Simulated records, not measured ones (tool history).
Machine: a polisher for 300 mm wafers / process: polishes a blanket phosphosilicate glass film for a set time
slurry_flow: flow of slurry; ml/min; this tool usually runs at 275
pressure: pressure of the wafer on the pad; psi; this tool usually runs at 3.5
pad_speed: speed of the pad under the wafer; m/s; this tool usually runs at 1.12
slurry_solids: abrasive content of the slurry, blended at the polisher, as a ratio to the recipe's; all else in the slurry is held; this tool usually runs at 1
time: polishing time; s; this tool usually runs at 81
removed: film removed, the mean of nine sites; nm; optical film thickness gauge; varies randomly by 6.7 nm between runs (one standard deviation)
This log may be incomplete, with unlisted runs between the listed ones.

run	hour	slurry_flow	pressure	pad_speed	slurry_solids	time	wafers since the last listed run	wafers polished on this pad	hours since the slurry nozzle was cleaned	hours since the head pressure was calibrated	hours since the slurry blender was calibrated	hours since the conditioning disc was replaced	incoming thickness of the incoming film, nm	removed
1	0	275	3.5	1.12	1	81	0	1801	128.4	526.4	512.3	320.6	2802.9	711.1
# hour 8.1: slurry blender recalibrated
# hour 23.4: head pressure recalibrated
2	82	275	3.5	1.12	1	81	731	2533	210.4	58.6	73.9	402.6	2784.9	717.6
3	164.7	275	2.9	1.12	1	81	775	3309	293.1	141.3	156.6	485.3	2761.8	591.7
4	245	275	3.5	1.12	1	81	753	4062	373.4	221.6	236.9	565.6	2797.3	710.5
# hour 251.3: conditioning disc replaced and pad reconditioned
# hour 326.7: worn pad replaced by a new one
5	352.7	275	3.5	1.12	1	81	953	244	481.1	329.3	344.6	101.4	2783.6	698.3
6	388.9	275	3.5	1.12	1	81	339	583	517.3	365.5	380.8	137.6	2786	709.8
# hour 395.5: slurry nozzle cleaned
7	429	275	3.5	1.12	1	81	366	950	33.5	405.6	420.9	177.7	2785.3	710.2
8	477.1	275	4.1	1.12	1	81	451	1401	81.6	453.7	469	225.8	2747.9	835.7
# hour 564.4: head pressure recalibrated
9	565.4	275	4.3	0.72	1.2	98	809	2211	169.9	1	557.3	314.1	2732.9	810.9
# hour 576.7: slurry blender recalibrated
10	668.8	325	3.5	1.32	0.9	81	951	3162	273.3	104.4	92.1	417.5	2752.1	792
# hour 796.3: conditioning disc replaced and pad reconditioned
11	802.2	275	3.5	1.12	1	81	1232	4394	406.7	237.8	225.5	5.9	2762.1	704.7
# hour 822: worn pad replaced by a new one
12	885.5	275	3.5	0.82	1	81	743	595	490	321.1	308.8	89.2	2805.9	550.9
# hour 925.9: slurry nozzle cleaned
13	971.6	350	3.5	1.12	0.85	81	798	1394	45.7	407.2	394.9	175.3	2731.8	675.7
14	1078.6	275	4.6	0.8	1	104	1003	2397	152.7	514.2	501.9	282.3	2764.8	927.4
# hour 1114.3: head pressure recalibrated
# hour 1127.3: slurry blender recalibrated
15	1182.3	275	2.6	1.12	1	81	935	3332	256.4	68	55	386	2756.4	531.7
16	1226.2	275	4.3	1.12	0.75	102	411	3744	300.3	111.9	98.9	429.9	2755.9	952.6
# hour 1274.6: conditioning disc replaced and pad reconditioned
17	1281	275	3.5	1.32	1	81	495	4239	355.1	166.7	153.7	6.4	2747.5	811
18	1333.9	275	4.1	0.8	1.2	106	496	4736	408	219.6	206.6	59.3	2797.7	911.2
19	1389.7	275	3.5	1.12	1	81	523	5259	463.8	275.4	262.4	115.1	2802.2	713.1
# hour 1404.7: worn pad replaced by a new one
20	1480.1	275	3.5	1.12	1	81	810	707	554.2	365.8	352.8	205.5	2789.8	719.1
21	1530.6	275	3.5	1.12	1	81	473	1180	604.7	416.3	403.3	256	2740.9	724.6
# hour 1565.9: slurry nozzle cleaned
22	1576.7	305	3.5	1.12	1	81	423	1603	10.8	462.4	449.4	302.1	2738.2	730.8
23	1627.1	275	3.5	1.12	1	81	472	2076	61.2	512.8	499.8	352.5	2808.7	711.1
# hour 1631.4: slurry blender recalibrated
24	1701.3	275	3.5	1.5	1	81	677	2753	135.4	587	69.9	426.7	2720.9	913.6
25	1739.3	240	2.9	1.12	1.3	70	356	3110	173.4	625	107.9	464.7	2745.5	565.5
# hour 1752.2: head pressure recalibrated
# hour 1814.8: conditioning disc replaced and pad reconditioned
26	1839	275	3.5	1.46	1	104	897	4007	273.1	86.8	207.6	24.2	2764.7	1122.4

3 ways to go on from here, each from the tool as it stands after run 26. What would each give?
A	1839.4	275	3.5	1.12	1	81	3	4011	273.5	87.2	208	24.6	2796.5	?
B	1839.4	190	3.8	1.12	1	81	3	4011	273.5	87.2	208	24.6	2796.5	?
C	1839.4	275	4.7	0.72	0.75	64	3	4011	273.5	87.2	208	24.6	2796.5	?

run	removed
A	714
B	746.7
C	458.2
Stripped of hidden state, with their random variation kept, the same runs would have yielded:
run	removed
A	714
B	746.7
C	458.2
